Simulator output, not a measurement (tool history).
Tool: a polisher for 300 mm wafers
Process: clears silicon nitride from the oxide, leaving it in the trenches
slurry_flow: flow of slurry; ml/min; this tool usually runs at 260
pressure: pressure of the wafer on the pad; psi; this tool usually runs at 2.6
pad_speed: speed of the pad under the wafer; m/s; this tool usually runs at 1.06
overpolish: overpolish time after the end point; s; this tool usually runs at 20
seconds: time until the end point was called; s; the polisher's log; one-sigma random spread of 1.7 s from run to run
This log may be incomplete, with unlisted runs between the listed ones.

run	hour	slurry_flow	pressure	pad_speed	overpolish	incoming thickness of the incoming film, nm	seconds
1	0	260	2.6	1.06	20	70.7	96.6
2	34.4	260	2.6	1.06	20	70.2	94.9
3	49.5	260	2.6	1.06	20	70.5	93.8
4	76.9	320	2.6	0.76	20	70.1	115.6
5	95.2	260	2.1	1.06	20	68.7	115.6
6	128.4	260	2.1	1.06	20	69.9	115.1
7	151.7	260	2.6	1.06	25	70.4	98.2
# hour 216.8: worn pad replaced by a new one
8	231.2	260	2.6	1.06	20	70.9	95.3
9	243.7	260	2.6	0.88	20	70.4	110.1
10	275.7	260	2.6	0.88	20	70.9	111.4
11	299.8	260	2.6	0.88	20	71.1	111.6
12	334.6	260	2.6	1.06	20	69.5	95.8
13	363.5	260	2.6	1.06	20	70.6	96.8
14	377.1	260	2.6	1.06	20	71.2	96.7
15	392.8	210	2.6	1.06	14	70.2	96.6
# hour 418.6: slurry nozzle cleaned
16	423.6	230	2.8	0.96	29	69.9	97.7
17	445.4	310	3.3	1.06	20	71.2	73.2
18	466.8	260	2.6	1.06	20	70.1	95.8
# hour 482.9: worn pad replaced by a new one
19	501	330	2.6	0.84	11	69.3	112.9
20	526	235	2.6	1.2	20	71	92.1
21	548.1	260	2.6	1.06	20	70.1	99.2
22	577.4	260	2.6	1.06	20	69.4	97
23	610.9	260	2.6	1.18	8	70.5	87.5
# hour 628.2: head pressure recalibrated
24	628.7	185	3.3	1.3	27	69.9	63.6
25	660.1	260	2.9	1.06	20	70.1	85.9
26	683.8	260	2	0.8	15	68.8	154.4
27	705.3	260	2.8	1.06	20	69.8	88.7
# hour 724: worn pad replaced by a new one
28	735.3	260	1.8	1.06	20	71.2	140.5
29	758.7	185	2.6	1.06	20	69.6	97.6
30	774.3	230	2.8	0.96	29	69.3	96.1
31	809	260	2.6	1.06	20	71.5	97.9
32	827.6	260	2.6	1.06	20	69	95.2
33	855.5	260	1.9	0.82	28	70	157.8
34	883.2	260	2.6	1.06	20	69.6	91.5
# hour 890.4: slurry nozzle cleaned
35	914.5	205	2	1.18	26	68.7	113.3
36	931.9	210	3.1	1.38	23	70.3	67.5
# hour 946.8: worn pad replaced by a new one
37	950	215	2.6	1.06	20	70.1	97.4
38	984	260	2.6	1.06	20	70.8	97.6

3 options for the next run, each taken on its own from the tool as it stands now. Forecast them:
A	984.4	260	2.6	1.06	20	69.2	?
B	984.4	235	2.6	0.88	20	69.2	?
C	984.4	325	2.6	1.22	29	69.2	?

run	seconds
A	93.7
B	109.3
C	82.1
Without the tool's unlogged condition, the same runs would have read:
run	seconds
A	93.7
B	109.3
C	82.1
